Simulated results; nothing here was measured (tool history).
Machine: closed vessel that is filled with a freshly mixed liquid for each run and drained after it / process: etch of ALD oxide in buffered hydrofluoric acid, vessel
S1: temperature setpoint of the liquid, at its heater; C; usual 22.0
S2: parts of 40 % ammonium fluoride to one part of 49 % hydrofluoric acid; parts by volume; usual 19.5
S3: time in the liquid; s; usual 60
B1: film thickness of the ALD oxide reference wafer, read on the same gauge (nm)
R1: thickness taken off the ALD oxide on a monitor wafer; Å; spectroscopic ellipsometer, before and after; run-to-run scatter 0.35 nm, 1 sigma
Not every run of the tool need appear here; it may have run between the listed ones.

run 1 hour=0.0 | S1=23.0 S2=19.5 S3=35 | B1=49.99 | R1=264.9
run 2 hour=32.9 | S1=23.0 S2=19.5 S3=35 | B1=49.98 | R1=266.1
run 3 hour=68.6 | S1=22.0 S2=16.5 S3=35 | B1=50.01 | R1=298.7
run 4 hour=87.6 | S1=22.0 S2=16.5 S3=35 | B1=49.99 | R1=302.5
run 5 hour=100.1 | S1=22.0 S2=19.5 S3=50 | B1=49.97 | R1=364.0
run 6 hour=119.9 | S1=22.0 S2=19.5 S3=50 | B1=50.00 | R1=363.2
run 7 hour=151.5 | S1=22.0 S2=19.5 S3=60 | B1=49.98 | R1=440.7
run 8 hour=169.1 | S1=22.0 S2=19.5 S3=60 | B1=50.01 | R1=442.4
run 9 hour=187.4 | S1=22.0 S2=19.5 S3=60 | B1=50.00 | R1=445.6
run 10 hour=211.2 | S1=22.0 S2=19.5 S3=60 | B1=50.03 | R1=451.1
run 11 hour=245.2 | S1=22.0 S2=19.5 S3=70 | B1=50.02 | R1=524.5
run 12 hour=263.9 | S1=22.0 S2=15.0 S3=45 | B1=50.00 | R1=438.5
run 13 hour=277.6 | S1=22.0 S2=15.0 S3=45 | B1=49.98 | R1=439.0
run 14 hour=290.1 | S1=18.0 S2=19.5 S3=50 | B1=49.98 | R1=301.9
run 15 hour=314.9 | S1=22.0 S2=19.5 S3=75 | B1=50.01 | R1=565.1
run 16 hour=345.7 | S1=22.0 S2=19.5 S3=60 | B1=50.00 | R1=462.6
-- hour=346.7 hydrofluoric acid flow meter replaced
-- hour=350.2 gauge calibrated
run 17 hour=424.7 | S1=20.5 S2=19.5 S3=60 | B1=50.01 | R1=433.9
run 18 hour=452.9 | S1=22.0 S2=19.5 S3=60 | B1=50.01 | R1=462.8
run 19 hour=482.8 | S1=22.0 S2=12.5 S3=40 | B1=49.98 | R1=485.3
-- hour=497.9 thermometer replaced
run 20 hour=516.1 | S1=22.0 S2=19.5 S3=60 | B1=50.00 | R1=431.2
run 21 hour=535.8 | S1=22.0 S2=26.5 S3=40 | B1=50.00 | R1=227.8
run 22 hour=550.6 | S1=20.5 S2=19.5 S3=70 | B1=50.00 | R1=461.0
run 23 hour=570.3 | S1=22.0 S2=27.0 S3=75 | B1=50.00 | R1=425.5
run 24 hour=590.0 | S1=22.0 S2=14.5 S3=75 | B1=50.01 | R1=734.8
run 25 hour=615.7 | S1=20.0 S2=22.0 S3=60 | B1=49.99 | R1=355.3
run 26 hour=649.5 | S1=25.0 S2=17.0 S3=30 | B1=49.99 | R1=295.6
run 27 hour=663.8 | S1=26.5 S2=27.0 S3=50 | B1=50.00 | R1=374.5

What if the next run were any one of these 3? Each begins from the tool's condition after run 27:
run A hour=664.5 | S1=22.0 S2=19.5 S3=60 | B1=? | R1=?
run B hour=664.5 | S1=24.5 S2=13.0 S3=40 | B1=? | R1=?
run C hour=664.5 | S1=22.0 S2=15.5 S3=60 | B1=? | R1=?

run=A B1=49.99 R1=441.5
run=B B1=49.99 R1=502.8
run=C B1=49.99 R1=553.6
The same runs, with their run-to-run variation unchanged, on a tool lacking any hidden condition would have given:
run=A R1=426.9
run=B R1=486.5
run=C R1=535.3

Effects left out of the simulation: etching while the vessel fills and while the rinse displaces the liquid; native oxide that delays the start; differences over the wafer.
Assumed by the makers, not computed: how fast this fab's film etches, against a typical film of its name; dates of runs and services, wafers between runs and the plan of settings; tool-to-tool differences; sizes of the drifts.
